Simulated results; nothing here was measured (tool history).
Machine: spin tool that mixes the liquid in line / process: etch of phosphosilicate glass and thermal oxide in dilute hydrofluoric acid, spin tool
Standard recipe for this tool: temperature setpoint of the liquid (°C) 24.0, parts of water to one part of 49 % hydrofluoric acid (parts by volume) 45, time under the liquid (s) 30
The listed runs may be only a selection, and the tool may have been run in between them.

| run | hour | temperature setpoint of the liquid (°C) | parts of water to one part of 49 % hydrofluoric acid (parts by volume) | time under the liquid (s) | read-back film thickness of the phosphosilicate glass reference wafer, read on the same gauge (nm) | read-back film thickness of the thermal oxide reference wafer, read on the same gauge (nm) | thickness taken off the phosphosilicate glass on a monitor wafer (nm) | thickness taken off the thermal oxide on a monitor wafer (nm) |
|---|---|---|---|---|---|---|---|---|
| 1 | 0.0 | 24.0 | 45 | 40 | 59.99 | 150.020 | 112.57 | 4.636 |
| 2 | 6.6 | 24.0 | 45 | 25 | 59.96 | 150.000 | 70.50 | 2.904 |
| 3 | 14.8 | 24.0 | 45 | 25 | 60.03 | 150.004 | 70.22 | 2.909 |
| 4 | 23.4 | 24.0 | 45 | 20 | 59.98 | 149.987 | 56.21 | 2.313 |
| 5 | 39.1 | 26.5 | 60 | 25 | 59.99 | 150.000 | 57.07 | 2.356 |
| 6 | 51.2 | 22.0 | 45 | 45 | 60.00 | 150.004 | 115.88 | 4.769 |
| 7 | 68.4 | 25.5 | 45 | 45 | 60.00 | 150.024 | 134.15 | 5.542 |
| 8 | 77.0 | 24.0 | 40 | 30 | 60.00 | 149.996 | 95.14 | 3.878 |
| 9 | 93.3 | 24.0 | 25 | 40 | 60.00 | 149.965 | 207.86 | 8.485 |
| 10 | 103.8 | 21.0 | 45 | 35 | 60.00 | 149.991 | 86.51 | 3.548 |
|  | 115.1 | gauge calibrated |
| 11 | 118.2 | 29.0 | 45 | 20 | 60.03 | 149.987 | 68.65 | 2.807 |
|  | 136.4 | hydrofluoric acid flow meter replaced |
| 12 | 136.9 | 24.0 | 45 | 30 | 59.98 | 149.978 | 89.32 | 3.695 |
| 13 | 152.0 | 29.0 | 55 | 20 | 59.96 | 150.012 | 59.08 | 2.418 |
| 14 | 165.1 | 24.0 | 45 | 30 | 60.00 | 150.008 | 89.91 | 3.679 |
| 15 | 178.5 | 26.5 | 60 | 45 | 59.98 | 149.972 | 109.47 | 4.419 |
| 16 | 187.5 | 24.0 | 45 | 30 | 60.02 | 149.999 | 89.80 | 3.721 |
| 17 | 197.0 | 25.5 | 45 | 30 | 59.95 | 150.010 | 95.39 | 3.888 |
| 18 | 203.8 | 24.0 | 45 | 50 | 60.01 | 150.000 | 148.53 | 6.084 |
| 19 | 210.7 | 22.5 | 45 | 30 | 59.97 | 150.012 | 84.15 | 3.437 |
| 20 | 261.9 | 24.0 | 45 | 30 | 60.02 | 149.996 | 89.63 | 3.678 |
| 21 | 279.7 | 24.0 | 30 | 45 | 60.01 | 149.999 | 205.84 | 8.379 |
| 22 | 289.3 | 24.0 | 45 | 30 | 60.03 | 149.992 | 88.57 | 3.651 |
| 23 | 298.4 | 28.5 | 60 | 30 | 60.00 | 149.985 | 78.44 | 3.198 |
| 24 | 305.3 | 24.0 | 45 | 30 | 60.04 | 149.996 | 88.50 | 3.622 |
| 25 | 322.3 | 26.5 | 35 | 30 | 60.05 | 149.977 | 128.60 | 5.244 |
| 26 | 333.9 | 29.0 | 45 | 20 | 59.99 | 150.032 | 72.46 | 2.981 |

Run-by-run hidden state of the tool:
gauge reads high (%): 0 on each run
H1: liquid hotter than its thermometer reads (K)
H2: hydrofluoric acid flow below the setpoint (%)
| run | H1 | H2 |
|---|---|---|
| 1 | 0.553 | 5.16 |
| 2 | 0.559 | 5.22 |
| 3 | 0.566 | 5.3 |
| 4 | 0.574 | 5.38 |
| 5 | 0.588 | 5.52 |
| 6 | 0.598 | 5.63 |
| 7 | 0.614 | 5.79 |
| 8 | 0.622 | 5.87 |
| 9 | 0.636 | 6.02 |
| 10 | 0.645 | 6.12 |
| 11 | 0.658 | 6.25 |
| 12 | 0.675 | 0.177 |
| 13 | 0.689 | 0.316 |
| 14 | 0.7 | 0.437 |
| 15 | 0.712 | 0.561 |
| 16 | 0.72 | 0.644 |
| 17 | 0.729 | 0.732 |
| 18 | 0.735 | 0.794 |
| 19 | 0.741 | 0.858 |
| 20 | 0.787 | 1.33 |
| 21 | 0.803 | 1.49 |
| 22 | 0.811 | 1.58 |
| 23 | 0.819 | 1.67 |
| 24 | 0.826 | 1.73 |
| 25 | 0.841 | 1.89 |
| 26 | 0.851 | 2 |
